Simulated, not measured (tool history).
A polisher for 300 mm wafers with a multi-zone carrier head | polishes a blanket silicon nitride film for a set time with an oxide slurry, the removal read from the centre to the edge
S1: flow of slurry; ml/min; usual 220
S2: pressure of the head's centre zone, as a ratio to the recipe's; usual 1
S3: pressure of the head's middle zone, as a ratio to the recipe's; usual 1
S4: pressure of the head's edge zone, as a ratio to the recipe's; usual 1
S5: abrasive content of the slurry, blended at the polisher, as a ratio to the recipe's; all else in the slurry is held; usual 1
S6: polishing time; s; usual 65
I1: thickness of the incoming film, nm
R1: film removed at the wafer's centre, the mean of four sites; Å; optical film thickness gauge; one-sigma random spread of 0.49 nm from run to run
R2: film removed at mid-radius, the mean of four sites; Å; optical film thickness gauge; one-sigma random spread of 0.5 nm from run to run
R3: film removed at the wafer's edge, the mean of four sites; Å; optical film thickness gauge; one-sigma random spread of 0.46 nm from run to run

run   hour   S1    S2    S3    S4    S5  S6     I1   R1   R2   R3
  1      0  220  0.91     1     1     1  75  388.2  584  611  624
  2     16  220  0.91     1     1     1  75  394.6  578  618  626
  3   50.2  220  0.91     1     1     1  75    391  575  609  629
  4   67.5  220     1     1     1     1  65  393.4  545  539  542
  5   80.5  220     1     1     1     1  65  390.6  545  518  551
  6  112.4  220     1  1.04     1     1  59  390.8  493  501  488
  7    131  220     1     1     1     1  65  389.8  545  532  537
  8  145.6  220     1  0.94     1   1.2  74  387.5  668  615  654
  9  164.8  150     1     1     1     1  65  391.3  522  504  521
 10  187.7  220  1.08     1     1     1  85  385.4  758  690  705
 11  204.9  220  0.95     1  0.93     1  65  388.8  521  527  523
 12  225.7  220  0.93     1     1     1  58  393.5  457  474  485
 13  242.4  220  1.08     1     1     1  65  386.2  578  527  536
 14    275  220  0.93  1.07  0.91  1.25  65  384.3  560  611  570
 15  305.6  220   0.9     1     1     1  65  385.2  504  520  544
 16  337.7  220  0.96     1     1     1  65  391.4  535  534  540
 17  368.7  220     1  0.95     1   0.9  65  386.6  523  487  520
 18  384.7  220     1     1     1     1  65  386.9  550  532  546
 19  415.8  220     1     1     1     1  65  391.4  542  535  533
 20    448  220     1  0.92     1  0.75  65  393.9  490  455  487
 21  464.5  220     1     1     1     1  65  388.6  546  531  545
 22  499.5  220     1  0.88     1     1  57  380.8  475  419  480
 23  519.1  150  0.97     1     1     1  65  388.9  506  512  526

Removed from this log: 8 entries logged between the listed runs. Between which two listed runs does each belong, and how does the tool's hidden state at the listed run before it compare with that at the listed run after it?
Runs 5 to 6: worn pad replaced by a new one (hour 99.8)
  both runs share identical hidden conditions
Runs 7 to 8: slurry nozzle cleaned (hour 140.2)
  both runs share identical hidden conditions
Runs 10 to 11: carrier head's membrane replaced by a new one (hour 194.1)
  both runs share identical hidden conditions
Runs 13 to 14: centre zone pressure recalibrated (hour 266.2)
  both runs share identical hidden conditions
Runs 14 to 15: worn pad replaced by a new one (hour 281.8)
  both runs share identical hidden conditions
Runs 15 to 16: edge zone pressure recalibrated (hour 337.2)
  both runs share identical hidden conditions
Runs 19 to 20: slurry nozzle cleaned (hour 424.6); worn pad replaced by a new one (hour 441.8)
  both runs share identical hidden conditions

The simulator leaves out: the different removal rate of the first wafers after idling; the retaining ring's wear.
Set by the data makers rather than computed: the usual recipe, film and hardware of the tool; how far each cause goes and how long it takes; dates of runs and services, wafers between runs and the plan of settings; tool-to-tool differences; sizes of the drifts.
